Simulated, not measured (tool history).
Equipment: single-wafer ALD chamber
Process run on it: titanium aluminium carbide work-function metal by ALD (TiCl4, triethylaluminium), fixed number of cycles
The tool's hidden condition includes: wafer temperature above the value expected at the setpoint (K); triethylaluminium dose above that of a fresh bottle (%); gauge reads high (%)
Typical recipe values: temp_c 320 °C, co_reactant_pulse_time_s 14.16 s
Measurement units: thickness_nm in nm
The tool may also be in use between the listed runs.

run,hour,temp_c,co_reactant_pulse_time_s,wafers since the last listed run,hours since the last thermocouple change,hours since the last triethylaluminium bottle change,hours since the showerhead was replaced,hours since the gauge calibration,"read-back reference wafer on the same gauge, thickness_nm",thickness_nm
1,0.0,320,14.16,0,2608.8,1154.7,6810.2,234.0,1.988,2.156
2,29.4,320,14.16,237,2638.2,1184.1,6839.6,263.4,1.991,2.168
3,43.6,320,12.31,114,2652.4,1198.3,6853.8,277.6,1.991,2.162
4,59.0,327,14.16,124,2667.8,1213.7,6869.2,293.0,1.994,2.226
5,82.9,327,14.16,193,2691.7,1237.6,6893.1,316.9,1.997,2.225
6,108.8,327,14.16,209,2717.6,1263.5,6919.0,342.8,2.000,2.232
# hour 127.9: triethylaluminium bottle replaced
7,136.1,320,9.89,156,2744.9,8.2,6946.3,370.1,2.006,2.154
8,154.8,320,9.89,151,2763.6,26.9,6965.0,388.8,2.006,2.161
9,175.3,320,9.89,165,2784.1,47.4,6985.5,409.3,2.008,2.164
# hour 178.7: gauge calibrated
# hour 211.5: thermocouple changed; heater temperature recalibrated
10,212.0,312,11.76,232,0.5,84.1,7022.2,33.3,1.982,2.082

Predict the results of run 11:
11,233.7,312,11.76,175,22.2,105.8,7043.9,55.0,?,?

{"run 11": {"read-back reference wafer on the same gauge, thickness_nm": 1.979, "thickness_nm": 2.08}}
Take away the tool's hidden state, keep the run-to-run variation as it was, and the same run would have given thickness_nm 2.079 nm.

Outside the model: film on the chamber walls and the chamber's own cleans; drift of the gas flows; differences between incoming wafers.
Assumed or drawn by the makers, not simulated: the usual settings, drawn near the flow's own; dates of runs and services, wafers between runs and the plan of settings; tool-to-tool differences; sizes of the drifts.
